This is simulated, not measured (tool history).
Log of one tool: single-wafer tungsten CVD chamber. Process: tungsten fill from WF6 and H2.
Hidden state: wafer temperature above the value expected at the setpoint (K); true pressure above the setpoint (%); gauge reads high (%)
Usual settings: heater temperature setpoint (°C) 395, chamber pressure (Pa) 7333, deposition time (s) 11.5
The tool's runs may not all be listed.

run,hour,heater temperature setpoint (°C),chamber pressure (Pa),deposition time (s),wafers since the last listed run,hours since the last thermocouple change,hours since the last manometer calibration,hours since the showerhead was replaced,hours since the gauge calibration,"read-back reference wafer on the same gauge, thickness_nm",mean film thickness on the monitor wafer (Å)
1,0.0,399,5866,11.5,0,2239.4,1922.1,3361.4,234.5,32.813,432.58
2,14.0,395,7333,9.9,413,2253.4,1936.1,3375.4,248.5,32.812,380.50
3,21.4,395,7333,9.9,218,2260.8,1943.5,3382.8,255.9,32.823,383.23
4,28.2,395,7333,9.9,200,2267.6,1950.3,3389.6,262.7,32.822,384.79
# hour 47.0: capacitance manometer re-zeroed and calibrated
5,47.5,395,7333,11.5,333,2286.9,0.5,3408.9,282.0,32.818,444.34
6,47.8,395,7333,11.5,8,2287.2,0.8,3409.2,282.3,32.750,443.10
7,59.5,395,6013,11.5,345,2298.9,12.5,3420.9,294.0,32.808,407.38
8,74.6,395,7333,10.1,445,2314.0,27.6,3436.0,309.1,32.830,395.59
9,89.4,395,7333,10.1,437,2328.8,42.4,3450.8,323.9,32.779,388.91
10,103.5,395,7333,10.1,416,2342.9,56.5,3464.9,338.0,32.831,391.15
11,112.3,395,8506,11.5,259,2351.7,65.3,3473.7,346.8,32.719,471.22
# hour 125.4: showerhead replaced, of another model than before
12,127.5,395,8506,11.5,212,2366.9,80.5,2.1,362.0,32.764,471.13
13,141.7,384,7333,11.5,419,2381.1,94.7,16.3,376.2,32.800,350.10
14,154.2,395,8506,11.5,369,2393.6,107.2,28.8,388.7,32.816,466.59
# hour 170.0: thermocouple changed; heater temperature recalibrated
15,170.5,383,7333,10.1,245,0.5,123.5,45.1,405.0,32.777,266.35
16,177.5,390,6079,10.0,206,7.5,130.5,52.1,412.0,32.858,284.32
17,192.9,395,7333,11.5,454,22.9,145.9,67.5,427.4,32.847,392.79
18,205.8,395,7333,11.5,380,35.8,158.8,80.4,440.3,32.721,389.99
19,231.7,389,8319,11.5,764,61.7,184.7,106.3,466.2,32.751,363.23
# hour 234.6: gauge calibrated
20,260.1,400,7333,11.5,838,90.1,213.1,134.7,25.5,32.756,440.89
21,272.9,395,7333,10.0,378,102.9,225.9,147.5,38.3,32.813,343.67
22,280.5,395,8199,10.3,224,110.5,233.5,155.1,45.9,32.842,372.69
23,290.4,404,7333,9.4,292,120.4,243.4,165.0,55.8,32.877,391.77
24,301.6,404,6093,9.5,330,131.6,254.6,176.2,67.0,32.761,371.16
25,312.3,408,7333,13.2,315,142.3,265.3,186.9,77.7,32.762,593.55
26,329.5,407,7333,13.1,507,159.5,282.5,204.1,94.9,32.765,586.33
27,345.6,395,6506,11.5,475,175.6,298.6,220.2,111.0,32.844,382.84
28,351.7,407,7333,11.5,180,181.7,304.7,226.3,117.1,32.851,516.75
29,359.4,409,7959,11.5,227,189.4,312.4,234.0,124.8,32.782,546.56
30,372.3,395,7333,11.5,380,202.3,325.3,246.9,137.7,32.831,401.26
31,382.6,382,7333,11.5,304,212.6,335.6,257.2,148.0,32.761,301.87
32,392.1,395,7333,11.5,280,222.1,345.1,266.7,157.5,32.807,405.19
33,398.7,384,8719,11.5,194,228.7,351.7,273.3,164.1,32.844,338.64
34,415.9,405,6479,11.5,507,245.9,368.9,290.5,181.3,32.820,474.38

Forecast each of these 4 alternatives for the next run:
A,416.3,395,7333,11.5,11,246.3,369.3,290.9,181.7,?,?
B,416.3,406,8386,11.5,11,246.3,369.3,290.9,181.7,?,?
C,416.3,409,7333,9.9,11,246.3,369.3,290.9,181.7,?,?
D,416.3,387,8773,10.4,11,246.3,369.3,290.9,181.7,?,?

run,"read-back reference wafer on the same gauge, thickness_nm",mean film thickness on the monitor wafer (Å)
A,32.822,405.18
B,32.822,532.86
C,32.822,462.29
D,32.822,328.34
Without the tool's hidden state the same runs would have given:
run,mean film thickness on the monitor wafer (Å)
A,396.77
B,522.58
C,453.96
D,321.18

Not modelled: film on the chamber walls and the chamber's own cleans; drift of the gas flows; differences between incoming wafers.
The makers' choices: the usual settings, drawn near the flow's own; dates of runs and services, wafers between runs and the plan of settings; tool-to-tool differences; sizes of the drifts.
